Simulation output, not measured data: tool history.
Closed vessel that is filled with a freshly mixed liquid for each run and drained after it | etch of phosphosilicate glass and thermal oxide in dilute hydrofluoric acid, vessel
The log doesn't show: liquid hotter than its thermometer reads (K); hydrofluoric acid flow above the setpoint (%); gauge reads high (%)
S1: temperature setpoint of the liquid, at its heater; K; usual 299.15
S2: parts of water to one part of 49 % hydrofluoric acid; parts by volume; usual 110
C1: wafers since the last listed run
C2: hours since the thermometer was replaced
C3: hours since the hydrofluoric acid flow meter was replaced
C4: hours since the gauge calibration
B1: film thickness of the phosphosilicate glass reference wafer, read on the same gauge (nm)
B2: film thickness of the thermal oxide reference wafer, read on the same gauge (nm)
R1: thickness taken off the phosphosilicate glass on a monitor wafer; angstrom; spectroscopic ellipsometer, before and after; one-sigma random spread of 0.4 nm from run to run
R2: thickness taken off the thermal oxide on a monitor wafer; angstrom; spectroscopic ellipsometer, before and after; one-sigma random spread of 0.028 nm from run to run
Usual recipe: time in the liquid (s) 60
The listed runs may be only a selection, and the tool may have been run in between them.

Run 1, day 0: usual settings but time in the liquid (s) 45; C1 0; C2 571.2; C3 388.7; C4 33.6; B1 80; B2 39.993. Result: R1 586.6 angstrom, R2 23.64 angstrom.
Run 2, day 2.15: usual settings but time in the liquid (s) 45; C1 6662; C2 622.8; C3 440.3; C4 85.2; B1 79.97; B2 40.008. Result: R1 593.1 angstrom, R2 23.78 angstrom.
Run 3, day 4.104: usual settings; C1 6055; C2 669.7; C3 487.2; C4 132.1; B1 80; B2 40.005. Result: R1 799.6 angstrom, R2 31.69 angstrom.
Run 4, day 7.121: usual settings; C1 9347; C2 742.1; C3 559.6; C4 204.5; B1 79.98; B2 40.019. Result: R1 798.3 angstrom, R2 32 angstrom.
Run 5, day 10.071: usual settings but S1 301.15 K, S2 140 parts by volume; C1 9141; C2 812.9; C3 630.4; C4 275.3; B1 80.01; B2 40.001. Result: R1 654.8 angstrom, R2 25.91 angstrom.
At day 11.783: hydrofluoric acid flow meter replaced.
Run 6, day 12.438: usual settings but S1 300.65 K, S2 65 parts by volume, time in the liquid (s) 70; C1 7204; C2 869.7; C3 15.7; C4 332.1; B1 80; B2 39.981. Result: R1 1737.4 angstrom, R2 69.32 angstrom.
Run 7, day 14.804: usual settings; C1 7333; C2 926.5; C3 72.5; C4 388.9; B1 80.01; B2 39.998. Result: R1 796.1 angstrom, R2 32 angstrom.
Run 8, day 18.271: usual settings but S2 85 parts by volume; C1 10742; C2 1009.7; C3 155.7; C4 472.1; B1 79.98; B2 40. Result: R1 1060.6 angstrom, R2 43.14 angstrom.
Run 9, day 21.842: usual settings but S1 295.65 K, time in the liquid (s) 45; C1 11064; C2 1095.4; C3 241.4; C4 557.8; B1 80.01; B2 39.981. Result: R1 520.3 angstrom, R2 20.89 angstrom.
Run 10, day 24.842: usual settings but S1 300.65 K, S2 150 parts by volume, time in the liquid (s) 30; C1 9296; C2 1167.4; C3 313.4; C4 629.8; B1 79.98; B2 40.01. Result: R1 296.4 angstrom, R2 11.8 angstrom.
Run 11, day 28.279: usual settings but S1 294.65 K, S2 85 parts by volume; C1 10651; C2 1249.9; C3 395.9; C4 712.3; B1 80; B2 40.004. Result: R1 911.2 angstrom, R2 35.71 angstrom.
Run 12, day 30.612: usual settings; C1 7230; C2 1305.9; C3 451.9; C4 768.3; B1 80.01; B2 40.008. Result: R1 819.8 angstrom, R2 32.49 angstrom.
Run 13, day 34.233: usual settings but S1 301.15 K, S2 60 parts by volume, time in the liquid (s) 50; C1 11219; C2 1392.8; C3 538.8; C4 855.2; B1 80.01; B2 39.959. Result: R1 1460.8 angstrom, R2 57.93 angstrom.
Run 14, day 36.629: usual settings but S1 301.65 K, time in the liquid (s) 35; C1 7423; C2 1450.3; C3 596.3; C4 912.7; B1 80.01; B2 39.978. Result: R1 530.5 angstrom, R2 21.01 angstrom.
Run 15, day 39.529: usual settings but S1 303.15 K; C1 8986; C2 1519.9; C3 665.9; C4 982.3; B1 80.02; B2 40.034. Result: R1 973.4 angstrom, R2 39.36 angstrom.
Run 16, day 42.7: usual settings but time in the liquid (s) 80; C1 9825; C2 1596; C3 742; C4 1058.4; B1 80; B2 39.976. Result: R1 1120.8 angstrom, R2 44.19 angstrom.
At day 42.917: hydrofluoric acid flow meter replaced.
At day 43.3: thermometer replaced.
Run 17, day 45.675: usual settings but S1 301.15 K, S2 150 parts by volume, time in the liquid (s) 75; C1 8960; C2 57; C3 66.2; C4 1129.8; B1 80.01; B2 40.023. Result: R1 718.8 angstrom, R2 29.2 angstrom.
Run 18, day 58.721: usual settings but time in the liquid (s) 30; C1 40425; C2 370.1; C3 379.3; C4 1442.9; B1 80; B2 40.01. Result: R1 395 angstrom, R2 15.57 angstrom.
Run 19, day 63.117: usual settings but S2 60 parts by volume, time in the liquid (s) 80; C1 13621; C2 475.6; C3 484.8; C4 1548.4; B1 80.01; B2 40.017. Result: R1 2078.6 angstrom, R2 83.39 angstrom.
Run 20, day 65.171: usual settings but S1 303.65 K, S2 125 parts by volume, time in the liquid (s) 95; C1 6365; C2 524.9; C3 534.1; C4 1597.7; B1 79.99; B2 40.045. Result: R1 1300.8 angstrom, R2 51.16 angstrom.
Run 21, day 68.258: usual settings but S1 297.65 K, time in the liquid (s) 80; C1 9567; C2 599; C3 608.2; C4 1671.8; B1 79.98; B2 39.999. Result: R1 1020.1 angstrom, R2 40.6 angstrom.
At day 68.55: hydrofluoric acid flow meter replaced.
Run 22, day 72.412: usual settings but S1 295.65 K, S2 135 parts by volume, time in the liquid (s) 75; C1 12743; C2 698.7; C3 92.7; C4 1771.5; B1 79.99; B2 40.006. Result: R1 673.6 angstrom, R2 26.97 angstrom.
Run 23, day 74.167: usual settings but S1 296.15 K, S2 75 parts by volume, time in the liquid (s) 35; C1 5435; C2 740.8; C3 134.8; C4 1813.6; B1 79.99; B2 40.005. Result: R1 627.8 angstrom, R2 24.6 angstrom.
Run 24, day 77.392: usual settings but S1 297.65 K, S2 75 parts by volume; C1 9993; C2 818.2; C3 212.2; C4 1891; B1 80.01; B2 40.01. Result: R1 1154.7 angstrom, R2 44.97 angstrom.
Run 25, day 79.012: usual settings but time in the liquid (s) 35; C1 5022; C2 857.1; C3 251.1; C4 1929.9; B1 79.99; B2 40.001. Result: R1 467.5 angstrom, R2 18.79 angstrom.
Run 26, day 83.196: usual settings but time in the liquid (s) 85; C1 12962; C2 957.5; C3 351.5; C4 2030.3; B1 79.99; B2 40.024. Result: R1 1136.8 angstrom, R2 45.55 angstrom.

Each row is a separate what-if for the run after 26, all from the same tool condition, not one after another. Results?
Run A, day 83.225: usual settings but time in the liquid (s) 40; C1 90; C2 958.2; C3 352.2; C4 2031; B1 ?; B2 ?. Result: R1 ?, R2 ?.
Run B, day 83.225: usual settings but S2 145 parts by volume; C1 90; C2 958.2; C3 352.2; C4 2031; B1 ?; B2 ?. Result: R1 ?, R2 ?.
Run C, day 83.225: usual settings but S1 295.65 K, S2 140 parts by volume, time in the liquid (s) 45; C1 90; C2 958.2; C3 352.2; C4 2031; B1 ?; B2 ?. Result: R1 ?, R2 ?.

run     B1      B2     R1     R2
  A  80.01  40.011  536.6   21.4
  B  80.01  40.011  584.4  23.31
  C  80.01  40.011  399.9  15.95
Stripped of hidden state, with their random variation kept, the same runs would have yielded:
run     R1     R2
  A    504   20.1
  B  549.3  21.91
  C  375.3  14.97

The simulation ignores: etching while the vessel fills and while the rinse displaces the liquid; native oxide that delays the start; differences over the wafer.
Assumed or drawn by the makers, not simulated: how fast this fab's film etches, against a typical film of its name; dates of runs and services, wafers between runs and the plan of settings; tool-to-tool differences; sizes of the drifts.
